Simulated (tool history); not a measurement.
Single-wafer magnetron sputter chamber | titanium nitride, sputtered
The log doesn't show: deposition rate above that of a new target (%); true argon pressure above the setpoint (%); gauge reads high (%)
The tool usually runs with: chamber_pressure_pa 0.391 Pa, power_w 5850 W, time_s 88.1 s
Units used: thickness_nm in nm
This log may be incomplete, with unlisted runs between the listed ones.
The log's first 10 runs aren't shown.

run,hour,chamber_pressure_pa,power_w,time_s,wafers since the last listed run,wafers on the sputter target,hours since the last manometer calibration,hours since the magnet pack was replaced,hours since the gauge calibration,"read-back reference wafer on the same gauge, thickness_nm",thickness_nm
11,285.2,0.391,5850,93.8,254,260,2382.9,10935.9,749.1,74.225,93.01
12,311.1,0.391,5850,88.1,257,517,2408.8,10961.8,775,74.166,87.333
# hour 329.6: capacitance manometer re-zeroed and calibrated
13,330.1,0.31,5850,99.5,109,627,0.5,10980.8,794,74.255,100.454
14,337.9,0.31,5850,99.5,77,704,8.3,10988.6,801.8,74.206,100.9
15,371.4,0.391,5850,88.1,333,1038,41.8,11022.1,835.3,74.189,87.366
16,386.9,0.391,5850,88.1,154,1192,57.3,11037.6,850.8,74.234,86.963
17,402.3,0.522,5850,71.1,153,1345,72.7,11053,866.2,74.189,67.631
18,426.1,0.264,5850,88.1,236,1582,96.5,11076.8,890,74.311,88.423
19,464.8,0.391,5850,88.1,385,1968,135.2,11115.5,928.7,74.17,86.586
20,480.4,0.348,5850,88.1,155,2123,150.8,11131.1,944.3,74.216,84.939
21,496.7,0.391,5850,88.1,162,2285,167.1,11147.4,960.6,74.181,85.036
22,517.3,0.239,5150,99,205,2490,187.7,11168,981.2,74.18,87.13
23,551.5,0.391,5850,88.1,340,2831,221.9,11202.2,1015.4,74.176,84.426
24,586,0.457,4400,82.8,343,3174,256.4,11236.7,1049.9,74.246,58.72
25,609.2,0.249,5850,88.1,230,3405,279.6,11259.9,1073.1,74.182,86.408
26,630.6,0.391,5850,88.1,213,3618,301,11281.3,1094.5,74.154,83.228
# hour 639.9: magnet pack replaced
27,658,0.256,5150,88.1,193,3811,328.4,18.1,1121.9,74.202,74.883
# hour 669.1: gauge calibrated
# hour 670: sputter target and shields replaced
28,690.8,0.391,6750,88.1,246,207,361.2,50.9,21.7,74.117,100.348

For run 29, what comes out?
29,707.3,0.391,5850,88.1,164,371,377.7,67.4,38.2,?,?

Run 29 yielded read-back reference wafer on the same gauge, thickness_nm 74.173, thickness_nm 87.419 nm.
Take away the tool's hidden state, keep the run-to-run variation as it was, and the same run would have given thickness_nm 88.251 nm.
